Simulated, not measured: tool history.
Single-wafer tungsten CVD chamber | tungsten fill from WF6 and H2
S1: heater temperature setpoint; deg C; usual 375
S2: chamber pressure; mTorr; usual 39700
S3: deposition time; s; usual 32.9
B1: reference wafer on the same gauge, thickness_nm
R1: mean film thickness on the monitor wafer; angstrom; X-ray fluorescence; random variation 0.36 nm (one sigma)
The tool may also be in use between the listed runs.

Run 1, hour 0: usual settings but S2 32200 mTorr, S3 27.8 s; B1 59.589. Result: R1 586.96 angstrom.
Run 2, hour 51.4: usual settings but S2 32200 mTorr, S3 27.8 s; B1 59.417. Result: R1 594.76 angstrom.
Run 3, hour 122.7: usual settings but S2 32100 mTorr, S3 28.9 s; B1 59.553. Result: R1 615.93 angstrom.
Run 4, hour 359.9: usual settings but S1 382 deg C; B1 59.375. Result: R1 873.02 angstrom.
Run 5, hour 427.3: usual settings but S1 382 deg C; B1 59.535. Result: R1 877.34 angstrom.
Run 6, hour 473.4: usual settings but S3 29.3 s; B1 59.557. Result: R1 690.67 angstrom.
Run 7, hour 521.6: usual settings but S3 29.3 s; B1 59.451. Result: R1 692.91 angstrom.
At hour 549: thermocouple changed; heater temperature recalibrated.
Run 8, hour 604.5: usual settings; B1 59.503. Result: R1 747.51 angstrom.
Run 9, hour 679.7: usual settings; B1 59.461. Result: R1 750.68 angstrom.
Run 10, hour 751.1: usual settings; B1 59.598. Result: R1 754.48 angstrom.
Run 11, hour 808.3: usual settings; B1 59.578. Result: R1 753.81 angstrom.
Run 12, hour 900.1: usual settings; B1 59.528. Result: R1 755.19 angstrom.
Run 13, hour 952.4: usual settings; B1 59.479. Result: R1 763.54 angstrom.
At hour 953.3: gauge calibrated.
Run 14, hour 1052.7: usual settings; B1 59.471. Result: R1 760.89 angstrom.
Run 15, hour 1103.5: usual settings but S2 32400 mTorr; B1 59.433. Result: R1 713 angstrom.
Run 16, hour 1165.5: usual settings but S1 386 deg C, S2 31400 mTorr, S3 39.4 s; B1 59.531. Result: R1 1030.88 angstrom.
Run 17, hour 1225.4: usual settings but S2 32200 mTorr, S3 27.8 s; B1 59.481. Result: R1 602.48 angstrom.
Run 18, hour 1325.5: usual settings but S1 385 deg C, S2 43100 mTorr; B1 59.453. Result: R1 953.49 angstrom.
At hour 1349.3: capacitance manometer re-zeroed and calibrated.
Run 19, hour 1428.8: usual settings but S2 32200 mTorr, S3 27.8 s; B1 59.523. Result: R1 602.28 angstrom.
Run 20, hour 1479.6: usual settings but S1 382 deg C; B1 59.475. Result: R1 867.79 angstrom.
Run 21, hour 1576.4: usual settings but S2 48800 mTorr, S3 30.2 s; B1 59.61. Result: R1 763.11 angstrom.
Run 22, hour 1618.8: usual settings but S2 33500 mTorr, S3 37 s; B1 59.519. Result: R1 818.92 angstrom.
At hour 1821.4: showerhead replaced.
Run 23, hour 1825.7: usual settings but S1 370 deg C, S2 36200 mTorr, S3 27.8 s; B1 59.427. Result: R1 580.51 angstrom.
At hour 1835.7: thermocouple changed; heater temperature recalibrated.
Run 24, hour 1878.4: usual settings but S1 360 deg C; B1 59.52. Result: R1 552.32 angstrom.
Run 25, hour 1953.1: usual settings but S1 383 deg C, S2 30500 mTorr, S3 36.9 s; B1 59.509. Result: R1 877.17 angstrom.
Run 26, hour 2029.8: usual settings but S1 369 deg C, S2 31100 mTorr, S3 28.9 s; B1 59.568. Result: R1 535.57 angstrom.
Run 27, hour 2081.8: usual settings but S2 31300 mTorr, S3 38.1 s; B1 59.634. Result: R1 788.56 angstrom.
Run 28, hour 2128.8: usual settings but S2 48800 mTorr, S3 30.2 s; B1 59.47. Result: R1 745.54 angstrom.
Run 29, hour 2182: usual settings but S1 365 deg C; B1 59.559. Result: R1 625.11 angstrom.
Run 30, hour 2226.9: usual settings but S3 26.9 s; B1 59.54. Result: R1 615.05 angstrom.
Run 31, hour 2269.9: usual settings but S1 361 deg C, S2 45200 mTorr, S3 37.8 s; B1 59.563. Result: R1 695.73 angstrom.
Run 32, hour 2325: usual settings but S1 380 deg C; B1 59.515. Result: R1 835.82 angstrom.
Run 33, hour 2393.6: usual settings but S1 387 deg C, S2 46300 mTorr, S3 29.3 s; B1 59.546. Result: R1 890.47 angstrom.
Run 34, hour 2445.3: usual settings but S1 385 deg C, S2 43900 mTorr; B1 59.593. Result: R1 947.24 angstrom.
Run 35, hour 2536.3: usual settings but S1 388 deg C, S2 37100 mTorr, S3 29.6 s; B1 59.46. Result: R1 851.3 angstrom.

3 ways to go on from here, each from the tool as it stands after run 35. What would each give?
Run A, hour 2536.7: usual settings but S3 34.6 s; B1 ?. Result: R1 ?.
Run B, hour 2536.7: usual settings but S1 362 deg C, S2 33500 mTorr, S3 38.3 s; B1 ?. Result: R1 ?.
Run C, hour 2536.7: usual settings but S1 364 deg C, S2 31500 mTorr, S3 28.4 s; B1 ?. Result: R1 ?.

run      B1      R1
  A  59.459  802.85
  B  59.459  655.17
  C  59.459  493.14
Without the tool's hidden state the same runs would have given:
run      R1
  A  762.43
  B  620.79
  C  467.38
